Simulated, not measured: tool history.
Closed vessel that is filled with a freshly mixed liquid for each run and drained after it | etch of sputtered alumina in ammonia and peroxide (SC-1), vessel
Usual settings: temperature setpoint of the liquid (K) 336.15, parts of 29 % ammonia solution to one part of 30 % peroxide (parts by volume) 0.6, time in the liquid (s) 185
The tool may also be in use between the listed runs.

run,hour,temperature setpoint of the liquid (K),parts of 29 % ammonia solution to one part of 30 % peroxide (parts by volume),time in the liquid (s),"read-back film thickness of the sputtered alumina reference wafer, read on the same gauge (nm)",thickness taken off the sputtered alumina on a monitor wafer (Å)
1,0,336.15,0.6,185,30.01,181.1
2,57.1,341.15,0.6,185,29.97,232
3,91.1,331.65,0.6,185,29.96,143.8
4,151.6,331.65,0.6,185,29.99,143
5,210.5,336.15,0.6,185,30.01,180.2
6,277.9,336.15,0.6,185,29.99,180
# hour 322.6: new drum of ammonia solution connected, repeated, since the last time left the tool worse
7,344.5,336.15,0.6,185,30.01,183.2
8,385.8,336.15,0.6,185,30.01,183.1
9,427.8,336.15,0.6,185,30.04,182.5
10,494.5,336.15,0.6,185,29.98,183.8
11,544.6,336.15,0.35,185,30.02,173.6
12,576.6,342.65,0.5,80,29.99,106.6
# hour 618.6: ammonia flow meter replaced
13,637.5,331.15,0.6,290,29.99,220.8
14,663.6,327.15,0.6,125,29.99,76.9
15,710.6,336.15,0.6,185,30.02,182.7
# hour 715.9: new drum of ammonia solution connected
# hour 757.2: thermometer replaced
16,777,336.15,0.85,125,30.02,127.7
17,810.2,336.15,0.6,185,29.99,183.4
18,875.9,331.15,0.9,220,29.99,173.1
19,908.9,331.15,0.45,185,30.01,137.4
# hour 944.2: gauge calibrated
20,963.3,336.15,0.6,185,30.02,182
21,1007.1,336.15,0.85,230,30.02,234
22,1056.8,332.15,0.6,280,29.97,226
23,1120.7,331.65,0.9,290,30.01,236.6
# hour 1127.6: new drum of ammonia solution connected
24,1215.5,336.15,0.5,185,29.99,181
25,1282.8,336.15,0.6,185,30.01,182.3
26,1350.1,336.15,0.6,185,30.02,182.8
27,1393.6,336.15,0.6,185,29.97,182.6
28,1441.5,336.15,0.7,235,30.03,237.1

Some steps in thickness taken off the sputtered alumina on a monitor wafer (Å) between neighbouring runs. How much of each would the tool show without its hidden state too (settings, what came in, random variation), and how much is left for the hidden state, with any gauge scatter that isn't in both results?
The hidden state here: liquid hotter than its thermometer reads (K); ammonia flow below the setpoint (%); ammonia solution weaker than its label (%); gauge reads high (%).
Run 2 -> 3: temperature setpoint of the liquid (K) 341.15 -> 331.65. thickness taken off the sputtered alumina on a monitor wafer (Å) -88.2: hidden state +1, all else -89.2.
Run 6 -> 7: new drum of ammonia solution connected, repeated, since the last time left the tool worse. thickness taken off the sputtered alumina on a monitor wafer (Å) +3.2: hidden state +2.7, all else +0.5.
Run 12 -> 13: temperature setpoint of the liquid (K) 342.65 -> 331.15, parts of 29 % ammonia solution to one part of 30 % peroxide (parts by volume) 0.5 -> 0.6, time in the liquid (s) 80 -> 290, ammonia flow meter replaced. thickness taken off the sputtered alumina on a monitor wafer (Å) +114.2: hidden state -0.6, all else +114.8.
Run 13 -> 14: temperature setpoint of the liquid (K) 331.15 -> 327.15, time in the liquid (s) 290 -> 125. thickness taken off the sputtered alumina on a monitor wafer (Å) -143.9: hidden state +0.6, all else -144.5.
